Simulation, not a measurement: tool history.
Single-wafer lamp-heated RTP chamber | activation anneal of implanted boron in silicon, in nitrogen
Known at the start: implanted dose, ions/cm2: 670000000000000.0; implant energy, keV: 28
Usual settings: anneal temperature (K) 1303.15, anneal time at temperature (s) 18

run	hour	anneal temperature (K)	anneal time at temperature (s)	read-back reference wafer on the same gauge, sheet resistance	sheet resistance of the implanted and annealed layer (ohm/square)
1	0	1303.15	18	128.03	146.37
2	15.7	1303.15	18	128.02	146.3
3	32.9	1317.15	18	128	145.67
4	49	1317.15	18	128.01	145.35
5	65.8	1303.15	21	128.02	146.21
6	75.4	1303.15	24	127.97	145.39
7	85.1	1303.15	24	127.97	146.04
8	93.6	1303.15	18	128	145.86
# hour 109.6: pyrometer window cleaned and pyrometer calibrated
9	110.1	1303.15	11	128.02	147.75
10	117.9	1303.15	11	127.99	147
11	131.8	1303.15	18	128	146.5
12	146.9	1303.15	18	127.99	146.62
# hour 159.3: reflector plate cleaned
13	159.8	1303.15	18	127.98	146.19
14	166.9	1303.15	18	128.04	146.74
15	184.6	1320.15	24	128	145.06
16	191.8	1303.15	24	127.99	145.98
17	208.5	1303.15	18	128	146.55
18	225.4	1303.15	27	128.04	145.42
19	237.4	1311.15	18	127.98	145.43
20	246.6	1303.15	18	127.99	146.32
21	254.9	1303.15	18	128.01	145.86
22	264.6	1274.15	24	127.99	148.47
23	273.6	1326.15	8	127.99	146.22
24	279.8	1281.15	18	128.02	147.57
# hour 283.8: gauge calibrated
25	288.5	1303.15	18	128.01	146.12
26	303.2	1314.15	22	127.98	145.15
27	314.1	1287.15	24	128	146.85
# hour 333.7: pyrometer window cleaned and pyrometer calibrated
28	334.2	1291.15	18	128.05	148.48
29	337.4	1303.15	18	128	146.62
30	378.3	1317.15	13	128	146.33
31	387.6	1303.15	14	128.03	146.9
32	396	1303.15	18	128	146.78
33	405	1316.15	11	127.99	146.22
34	416.6	1332.15	15	128	145.04
35	429.7	1291.15	25	128.02	146.9
36	444.1	1303.15	18	128.01	146.39
37	489.3	1303.15	18	128.01	146.16
38	518.8	1303.15	18	128	145.92

Forecast each of these 3 alternatives for the next run:
A	519.2	1303.15	18	?	?
B	519.2	1323.15	10	?	?
C	519.2	1328.15	18	?	?

run	read-back reference wafer on the same gauge, sheet resistance	sheet resistance of the implanted and annealed layer (ohm/square)
A	128	146.21
B	128	146.15
C	128	145.02
Without the tool's hidden state the same runs would have given:
run	sheet resistance of the implanted and annealed layer (ohm/square)
A	147.05
B	146.6
C	145.53
